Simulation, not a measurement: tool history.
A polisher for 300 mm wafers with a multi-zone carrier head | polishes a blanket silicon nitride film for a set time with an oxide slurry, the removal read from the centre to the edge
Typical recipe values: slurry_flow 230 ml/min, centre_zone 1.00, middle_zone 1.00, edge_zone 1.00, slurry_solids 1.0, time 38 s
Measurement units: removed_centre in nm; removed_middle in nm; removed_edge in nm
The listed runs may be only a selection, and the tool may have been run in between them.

| run | hour | slurry_flow | centre_zone | middle_zone | edge_zone | slurry_solids | time | incoming thickness of the incoming film, nm | removed_centre | removed_middle | removed_edge |
|---|---|---|---|---|---|---|---|---|---|---|---|
| 1 | 0.0 | 230 | 1.00 | 1.00 | 1.09 | 1.0 | 38 | 447.8 | 24.4 | 24.6 | 25.8 |
| 2 | 69.3 | 230 | 1.00 | 1.00 | 1.00 | 1.0 | 38 | 454.8 | 23.9 | 24.3 | 24.7 |
|  | 125.4 | slurry nozzle cleaned |
| 3 | 132.1 | 230 | 1.00 | 1.00 | 1.00 | 1.0 | 38 | 447.2 | 26.0 | 25.7 | 25.7 |
| 4 | 160.3 | 250 | 1.00 | 0.89 | 1.00 | 1.0 | 38 | 458.8 | 26.1 | 23.2 | 26.0 |
| 5 | 206.4 | 230 | 1.00 | 1.00 | 1.00 | 1.0 | 28 | 443.3 | 19.0 | 18.8 | 19.4 |
|  | 210.5 | centre zone pressure recalibrated |
|  | 328.7 | worn pad replaced by a new one |
| 6 | 364.7 | 230 | 1.00 | 1.00 | 1.00 | 1.0 | 38 | 447.8 | 25.8 | 25.5 | 25.6 |
| 7 | 431.2 | 230 | 1.00 | 1.10 | 1.00 | 1.0 | 46 | 445.5 | 30.3 | 32.9 | 31.1 |
| 8 | 461.0 | 230 | 0.90 | 1.00 | 0.95 | 1.0 | 38 | 448.7 | 22.3 | 25.1 | 25.4 |
| 9 | 513.0 | 185 | 1.00 | 1.00 | 1.00 | 1.0 | 38 | 456.9 | 24.1 | 24.3 | 25.0 |
| 10 | 560.2 | 230 | 1.00 | 1.00 | 0.97 | 1.0 | 51 | 449.9 | 33.2 | 33.4 | 33.9 |
| 11 | 630.0 | 230 | 1.09 | 1.00 | 0.92 | 1.0 | 45 | 453.9 | 31.7 | 28.5 | 28.1 |
|  | 638.2 | slurry nozzle cleaned |
| 12 | 691.2 | 230 | 1.00 | 0.91 | 1.07 | 1.0 | 27 | 440.3 | 18.5 | 16.8 | 18.8 |
|  | 760.1 | edge zone pressure recalibrated |
| 13 | 763.0 | 230 | 1.00 | 1.00 | 1.00 | 1.0 | 38 | 456.2 | 26.1 | 25.6 | 25.7 |
|  | 788.3 | carrier head's membrane replaced by a new one |
|  | 792.0 | worn pad replaced by a new one |
| 14 | 971.4 | 230 | 1.00 | 1.00 | 1.00 | 1.0 | 38 | 444.1 | 25.2 | 25.3 | 25.0 |
| 15 | 1023.9 | 305 | 0.91 | 1.00 | 1.00 | 1.0 | 38 | 443.1 | 23.8 | 25.9 | 25.9 |
| 16 | 1086.0 | 230 | 1.00 | 0.97 | 1.00 | 1.0 | 38 | 453.9 | 24.7 | 24.2 | 25.9 |
| 17 | 1111.5 | 230 | 0.90 | 1.00 | 0.90 | 1.0 | 30 | 450.4 | 17.4 | 19.3 | 18.5 |
| 18 | 1160.9 | 230 | 0.96 | 1.00 | 1.00 | 1.0 | 38 | 449.4 | 23.7 | 24.7 | 25.3 |
| 19 | 1195.7 | 230 | 0.93 | 1.00 | 1.00 | 1.0 | 38 | 440.1 | 22.9 | 24.5 | 25.2 |
| 20 | 1220.2 | 230 | 0.90 | 1.00 | 0.90 | 1.0 | 30 | 448.2 | 17.4 | 19.2 | 19.1 |
|  | 1224.7 | slurry nozzle cleaned |
| 21 | 1249.4 | 230 | 1.00 | 1.00 | 1.00 | 1.0 | 33 | 450.6 | 22.9 | 22.6 | 21.9 |

Branching from run 21: 5 alternative next runs. What would each branch give?
| A | 1249.8 | 230 | 1.00 | 1.00 | 1.00 | 1.0 | 38 | 444.8 | ? | ? | ? |
| B | 1249.8 | 230 | 1.00 | 0.93 | 1.00 | 1.0 | 38 | 444.8 | ? | ? | ? |
| C | 1249.8 | 230 | 1.00 | 1.00 | 1.00 | 1.0 | 32 | 444.8 | ? | ? | ? |
| D | 1249.8 | 230 | 1.00 | 1.00 | 0.91 | 0.9 | 38 | 444.8 | ? | ? | ? |
| E | 1249.8 | 230 | 1.00 | 0.95 | 1.00 | 1.0 | 38 | 444.8 | ? | ? | ? |

| run | removed_centre | removed_middle | removed_edge |
|---|---|---|---|
| A | 26.4 | 25.6 | 26.0 |
| B | 26.4 | 24.1 | 26.0 |
| C | 22.3 | 21.5 | 21.9 |
| D | 25.3 | 24.5 | 23.8 |
| E | 26.4 | 24.5 | 26.0 |
Without the tool's hidden state the same runs would have given:
| run | removed_centre | removed_middle | removed_edge |
|---|---|---|---|
| A | 26.5 | 25.6 | 26.0 |
| B | 26.5 | 24.1 | 26.0 |
| C | 22.3 | 21.6 | 21.9 |
| D | 25.4 | 24.6 | 23.8 |
| E | 26.5 | 24.6 | 26.0 |
